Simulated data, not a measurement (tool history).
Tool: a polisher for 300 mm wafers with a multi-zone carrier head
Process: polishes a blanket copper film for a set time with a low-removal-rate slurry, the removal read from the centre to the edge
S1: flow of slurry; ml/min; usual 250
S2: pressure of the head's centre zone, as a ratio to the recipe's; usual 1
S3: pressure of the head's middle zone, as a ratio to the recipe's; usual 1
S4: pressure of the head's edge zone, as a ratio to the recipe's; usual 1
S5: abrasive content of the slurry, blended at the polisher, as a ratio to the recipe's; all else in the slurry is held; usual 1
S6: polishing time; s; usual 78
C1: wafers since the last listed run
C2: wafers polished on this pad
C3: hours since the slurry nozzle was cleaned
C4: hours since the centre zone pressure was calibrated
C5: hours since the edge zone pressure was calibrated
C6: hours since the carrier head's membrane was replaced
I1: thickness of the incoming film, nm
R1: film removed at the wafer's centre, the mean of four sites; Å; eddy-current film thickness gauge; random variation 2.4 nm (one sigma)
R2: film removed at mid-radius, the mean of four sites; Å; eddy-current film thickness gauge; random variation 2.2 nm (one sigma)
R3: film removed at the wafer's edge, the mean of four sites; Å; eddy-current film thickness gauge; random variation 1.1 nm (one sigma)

run     day   S1    S2    S3    S4    S5  S6   C1    C2     C3     C4      C5      C6      I1    R1    R2    R3
  1       0  250     1  0.91     1     1  78    0  1285  202.8  182.2   897.7   791.5  1480.1  1753  1650  1763
      1.625  -- worn pad replaced by a new one
  2   2.038  250     1  0.91     1     1  78  255    56  251.7  231.1   946.6   840.4  1491.5  1772  1661  1760
  3   4.192  250     1     1     1     1  78  293   349  303.4  282.8   998.3   892.1  1505.4  1709  1768  1767
  4    6.25  250     1     1  0.91     1  78  280   630  352.8  332.2  1047.7   941.5  1481.9  1749  1801  1684
  5   8.529  250     1     1  0.91     1  78  310   941  407.5  386.9  1102.4   996.2  1469.5  1720  1765  1675
  6  10.771  225     1     1     1     1  78  305  1247  461.3  440.7  1156.2    1050  1496.9  1628  1768  1743
     11.892  -- worn pad replaced by a new one
  7  12.283  225     1     1     1     1  78  183    53  497.6    477  1192.5  1086.3  1512.6  1706  1773  1741
  8  14.517  225     1     1     1     1  78  304   357  551.2  530.6  1246.1  1139.9    1500  1693  1776  1751
     15.367  -- slurry nozzle cleaned
  9  15.975  250     1     1  0.91     1  78  193   551   14.6  565.6  1281.1  1174.9  1488.7  1650  1783  1678
     17.692  -- edge zone pressure recalibrated
 10  18.754  250     1     1  0.88     1  92  367   918   81.3  632.3    25.5  1241.6  1509.7  1953  2099  1970
 11  20.825  250  0.91     1  0.95     1  78  282  1201    131    682    75.2  1291.3  1486.7  1450  1804  1724
     21.571  -- carrier head's membrane replaced by a new one
 12  22.167  250     1     1     1  0.85  78  154  1355  163.2  714.2   107.4    14.3  1511.1  1581  1716  1702
     22.704  -- worn pad replaced by a new one
 13  23.283  250     1     1     1  0.85  78  129    78    190    741   134.2    41.1    1529  1552  1725  1707
     23.588  -- centre zone pressure recalibrated
 14  25.025  295  1.06     1   0.9     1  78  226   305  231.8   34.5     176    82.9  1516.2  1931  1799  1690
 15  27.279  250     1     1     1     1  78  307   612  285.9   88.6   230.1     137  1520.3  1788  1761  1767
 16  30.054  250  0.94     1     1     1  78  378   990  352.5  155.2   296.7   203.6  1517.1  1704  1793  1766

The same runs without the tool's hidden state, with the same run-to-run variation:
The hidden state here: removal rate lost through wear of the pad, %; slurry flow missing at the pad, %; deviation of the centre zone's pressure from its setpoint, %; deviation of the edge zone's pressure from its setpoint, %.
run    R1
  1  1795
  2  1821
  3  1763
  4  1814
  5  1796
  6  1713
  7  1804
  8  1808
  9  1774
 10  2129
 11  1601
 12  1757
 13  1737
 14  1917
 15  1777
 16  1697
R2: within 1 Å of the measured result in every run.
R3: as measured in every run.

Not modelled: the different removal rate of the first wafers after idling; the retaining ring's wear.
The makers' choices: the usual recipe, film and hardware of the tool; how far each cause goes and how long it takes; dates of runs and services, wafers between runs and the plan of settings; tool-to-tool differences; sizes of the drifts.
